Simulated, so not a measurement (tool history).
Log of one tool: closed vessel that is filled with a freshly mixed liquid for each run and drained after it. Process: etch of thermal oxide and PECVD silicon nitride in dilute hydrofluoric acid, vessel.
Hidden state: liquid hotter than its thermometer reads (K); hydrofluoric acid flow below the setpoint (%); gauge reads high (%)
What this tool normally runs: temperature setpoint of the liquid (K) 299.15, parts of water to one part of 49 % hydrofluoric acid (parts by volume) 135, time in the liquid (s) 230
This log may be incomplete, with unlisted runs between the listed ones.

run,day,temperature setpoint of the liquid (K),parts of water to one part of 49 % hydrofluoric acid (parts by volume),time in the liquid (s),wafers since the last listed run,hours since the thermometer was replaced,hours since the hydrofluoric acid flow meter was replaced,hours since the gauge calibration,"read-back film thickness of the thermal oxide reference wafer, read on the same gauge (nm)","read-back film thickness of the PECVD silicon nitride reference wafer, read on the same gauge (nm)",thickness taken off the thermal oxide on a monitor wafer (nm),thickness taken off the PECVD silicon nitride on a monitor wafer (nm)
1,0,301.65,135,230,0,1521.5,1469.1,673.4,119.99,50.022,8.43,3.721
2,2.671,301.65,135,230,7493,1585.6,1533.2,737.5,119.97,50.004,8.54,3.675
# day 4.321: gauge calibrated
3,5.054,301.65,135,230,6686,1642.8,1590.4,17.6,120,49.969,8.35,3.791
4,7.112,299.15,135,230,5774,1692.2,1639.8,67,120.02,50.013,7.72,3.217
5,8.675,295.15,85,230,4383,1729.7,1677.3,104.5,120.01,49.998,11.05,3.964
6,11.433,295.15,85,230,7738,1795.9,1743.5,170.7,119.99,49.984,11.29,3.917
7,13.817,295.15,85,230,6686,1853.1,1800.7,227.9,120,49.98,11.15,3.952
8,14.825,299.15,135,230,2828,1877.3,1824.9,252.1,119.99,50.002,7.58,3.197
9,22.575,299.15,135,230,21743,2063.3,2010.9,438.1,120.02,50.004,7.7,3.236
10,24.033,297.65,135,230,4091,2098.3,2045.9,473.1,120,49.999,7.28,2.948
11,28.829,299.15,100,155,13455,2213.4,2161,588.2,120.02,49.98,7.41,2.944
# day 30.225: thermometer replaced
12,31.446,299.15,135,230,7224,29.3,2223.8,651,120.03,50.049,7.04,2.794
13,32.554,299.15,205,370,3109,55.9,2250.4,677.6,119.99,49.984,6.84,2.954
14,35.029,300.65,160,290,6943,115.3,2309.8,737,120,49.991,7.67,3.266
15,36.842,299.15,105,230,5085,158.8,2353.3,780.5,119.99,50.01,9.45,3.608
# day 38.096: gauge calibrated
# day 38.208: hydrofluoric acid flow meter replaced
16,41.058,299.15,135,230,11713,260,68.4,71.1,120,49.97,7.66,3.059
17,43.554,296.65,105,365,7002,319.9,128.3,131,120,49.978,14.65,5.242

Run 18 has not been measured yet. What should we expect?
18,45.512,296.15,155,230,5494,366.9,175.3,178,?,?,?,?

Run 18 produced read-back film thickness of the thermal oxide reference wafer, read on the same gauge (nm) 120.01, read-back film thickness of the PECVD silicon nitride reference wafer, read on the same gauge (nm) 49.975, thickness taken off the thermal oxide on a monitor wafer (nm) 5.79, thickness taken off the PECVD silicon nitride on a monitor wafer (nm) 2.197.
With the hidden condition absent and the run-to-run variation left alone, this run would have shown thickness taken off the thermal oxide on a monitor wafer (nm) 5.86, thickness taken off the PECVD silicon nitride on a monitor wafer (nm) 2.191.

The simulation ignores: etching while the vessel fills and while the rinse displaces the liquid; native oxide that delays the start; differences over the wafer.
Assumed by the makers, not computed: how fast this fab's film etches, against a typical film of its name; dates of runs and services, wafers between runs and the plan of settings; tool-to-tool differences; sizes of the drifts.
